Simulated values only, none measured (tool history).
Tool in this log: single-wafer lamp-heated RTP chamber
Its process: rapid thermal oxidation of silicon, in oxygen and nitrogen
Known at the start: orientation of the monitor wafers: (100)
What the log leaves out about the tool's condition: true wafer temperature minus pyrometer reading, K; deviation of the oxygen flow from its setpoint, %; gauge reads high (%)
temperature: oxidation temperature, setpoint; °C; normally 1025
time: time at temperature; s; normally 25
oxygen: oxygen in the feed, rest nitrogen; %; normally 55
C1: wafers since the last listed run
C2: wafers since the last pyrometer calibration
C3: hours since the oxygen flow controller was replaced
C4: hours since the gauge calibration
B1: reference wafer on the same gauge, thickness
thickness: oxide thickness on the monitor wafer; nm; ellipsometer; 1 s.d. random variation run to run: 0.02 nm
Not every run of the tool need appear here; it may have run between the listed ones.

run 1 hour=0.0 | temperature=1042 time=25 oxygen=55 | C1=0 C2=138 C3=984.3 C4=340.2 | B1=3.501 | thickness=4.848
run 2 hour=41.3 | temperature=1025 time=25 oxygen=55 | C1=333 C2=471 C3=1025.6 C4=381.5 | B1=3.504 | thickness=4.329
run 3 hour=93.6 | temperature=1025 time=19 oxygen=55 | C1=422 C2=894 C3=1077.9 C4=433.8 | B1=3.499 | thickness=3.943
run 4 hour=141.7 | temperature=1025 time=19 oxygen=55 | C1=388 C2=1283 C3=1126.0 C4=481.9 | B1=3.496 | thickness=3.930
run 5 hour=336.3 | temperature=1025 time=19 oxygen=55 | C1=1573 C2=2856 C3=1320.6 C4=676.5 | B1=3.506 | thickness=3.918
run 6 hour=385.4 | temperature=1002 time=25 oxygen=55 | C1=396 C2=3253 C3=1369.7 C4=725.6 | B1=3.499 | thickness=3.753
run 7 hour=480.4 | temperature=1002 time=25 oxygen=55 | C1=768 C2=4021 C3=1464.7 C4=820.6 | B1=3.501 | thickness=3.772
run 8 hour=577.9 | temperature=1002 time=25 oxygen=55 | C1=788 C2=4810 C3=1562.2 C4=918.1 | B1=3.503 | thickness=3.758
run 9 hour=614.4 | temperature=1048 time=25 oxygen=55 | C1=295 C2=5105 C3=1598.7 C4=954.6 | B1=3.506 | thickness=5.094
run 10 hour=658.3 | temperature=1048 time=25 oxygen=55 | C1=354 C2=5460 C3=1642.6 C4=998.5 | B1=3.503 | thickness=5.097
run 11 hour=703.2 | temperature=1037 time=25 oxygen=55 | C1=362 C2=5823 C3=1687.5 C4=1043.4 | B1=3.504 | thickness=4.763
-- hour=986.8 pyrometer window cleaned and pyrometer calibrated
run 12 hour=1016.3 | temperature=1037 time=25 oxygen=55 | C1=2466 C2=238 C3=2000.6 C4=1356.5 | B1=3.503 | thickness=4.698
run 13 hour=1063.3 | temperature=1037 time=25 oxygen=55 | C1=379 C2=618 C3=2047.6 C4=1403.5 | B1=3.497 | thickness=4.699
run 14 hour=1120.5 | temperature=1025 time=25 oxygen=55 | C1=462 C2=1081 C3=2104.8 C4=1460.7 | B1=3.494 | thickness=4.339
run 15 hour=1217.8 | temperature=1025 time=17 oxygen=32 | C1=786 C2=1867 C3=2202.1 C4=1558.0 | B1=3.504 | thickness=3.269
run 16 hour=1322.0 | temperature=1025 time=17 oxygen=32 | C1=842 C2=2710 C3=2306.3 C4=1662.2 | B1=3.498 | thickness=3.284
run 17 hour=1428.3 | temperature=1044 time=25 oxygen=73 | C1=859 C2=3569 C3=2412.6 C4=1768.5 | B1=3.501 | thickness=5.429
run 18 hour=1492.1 | temperature=1007 time=17 oxygen=68 | C1=515 C2=4085 C3=2476.4 C4=1832.3 | B1=3.499 | thickness=3.623
run 19 hour=1575.1 | temperature=1047 time=25 oxygen=33 | C1=671 C2=4756 C3=2559.4 C4=1915.3 | B1=3.501 | thickness=4.259
-- hour=1609.9 gauge calibrated
run 20 hour=1659.6 | temperature=1025 time=25 oxygen=55 | C1=683 C2=5439 C3=2643.9 C4=49.7 | B1=3.499 | thickness=4.416
run 21 hour=1716.6 | temperature=1000 time=25 oxygen=55 | C1=460 C2=5900 C3=2700.9 C4=106.7 | B1=3.501 | thickness=3.773
run 22 hour=1766.5 | temperature=1025 time=14 oxygen=70 | C1=403 C2=6303 C3=2750.8 C4=156.6 | B1=3.500 | thickness=3.809
run 23 hour=1819.0 | temperature=1052 time=14 oxygen=47 | C1=424 C2=6728 C3=2803.3 C4=209.1 | B1=3.497 | thickness=3.994
run 24 hour=1867.3 | temperature=1025 time=25 oxygen=55 | C1=390 C2=7118 C3=2851.6 C4=257.4 | B1=3.502 | thickness=4.403
-- hour=1885.8 oxygen flow controller replaced
-- hour=1910.4 pyrometer window cleaned and pyrometer calibrated
run 25 hour=1962.8 | temperature=1015 time=25 oxygen=55 | C1=642 C2=423 C3=77.0 C4=352.9 | B1=3.506 | thickness=4.059
run 26 hour=2025.6 | temperature=1006 time=30 oxygen=67 | C1=507 C2=931 C3=139.8 C4=415.7 | B1=3.498 | thickness=4.363
run 27 hour=2115.9 | temperature=1025 time=25 oxygen=55 | C1=730 C2=1661 C3=230.1 C4=506.0 | B1=3.503 | thickness=4.364
run 28 hour=2212.9 | temperature=1010 time=25 oxygen=55 | C1=784 C2=2445 C3=327.1 C4=603.0 | B1=3.493 | thickness=3.962
run 29 hour=2288.8 | temperature=1006 time=30 oxygen=82 | C1=613 C2=3058 C3=403.0 C4=678.9 | B1=3.494 | thickness=4.721
run 30 hour=2360.0 | temperature=1011 time=29 oxygen=74 | C1=575 C2=3634 C3=474.2 C4=750.1 | B1=3.502 | thickness=4.642
run 31 hour=2450.6 | temperature=1053 time=19 oxygen=65 | C1=732 C2=4366 C3=564.8 C4=840.7 | B1=3.498 | thickness=4.973
run 32 hour=2515.5 | temperature=999 time=25 oxygen=30 | C1=524 C2=4891 C3=629.7 C4=905.6 | B1=3.504 | thickness=3.190
run 33 hour=2687.1 | temperature=1039 time=25 oxygen=82 | C1=1387 C2=6278 C3=801.3 C4=1077.2 | B1=3.500 | thickness=5.524
run 34 hour=2786.7 | temperature=1033 time=33 oxygen=55 | C1=805 C2=7084 C3=900.9 C4=1176.8 | B1=3.500 | thickness=5.224
-- hour=2874.1 pyrometer window cleaned and pyrometer calibrated
run 35 hour=2887.5 | temperature=1002 time=25 oxygen=55 | C1=750 C2=108 C3=1001.7 C4=1277.6 | B1=3.501 | thickness=3.750
run 36 hour=2965.6 | temperature=1006 time=25 oxygen=55 | C1=631 C2=740 C3=1079.8 C4=1355.7 | B1=3.499 | thickness=3.855
run 37 hour=3062.3 | temperature=1017 time=19 oxygen=70 | C1=781 C2=1521 C3=1176.5 C4=1452.4 | B1=3.503 | thickness=4.047
run 38 hour=3166.4 | temperature=1037 time=18 oxygen=55 | C1=841 C2=2363 C3=1280.6 C4=1556.5 | B1=3.505 | thickness=4.145
run 39 hour=3232.0 | temperature=1048 time=37 oxygen=35 | C1=530 C2=2893 C3=1346.2 C4=1622.1 | B1=3.500 | thickness=5.117

3 options for the next run, each taken on its own from the tool as it stands now. Forecast them:
run A hour=3232.4 | temperature=1025 time=25 oxygen=55 | C1=3 C2=2896 C3=1346.6 C4=1622.5 | B1=? | thickness=?
run B hour=3232.4 | temperature=1014 time=36 oxygen=38 | C1=3 C2=2896 C3=1346.6 C4=1622.5 | B1=? | thickness=?
run C hour=3232.4 | temperature=1037 time=32 oxygen=55 | C1=3 C2=2896 C3=1346.6 C4=1622.5 | B1=? | thickness=?

run=A B1=3.498 thickness=4.337
run=B B1=3.498 thickness=4.155
run=C B1=3.498 thickness=5.184
Take away the tool's hidden state, keep each run's random variation, and the runs would have read:
run=A thickness=4.312
run=B thickness=4.131
run=C thickness=5.152
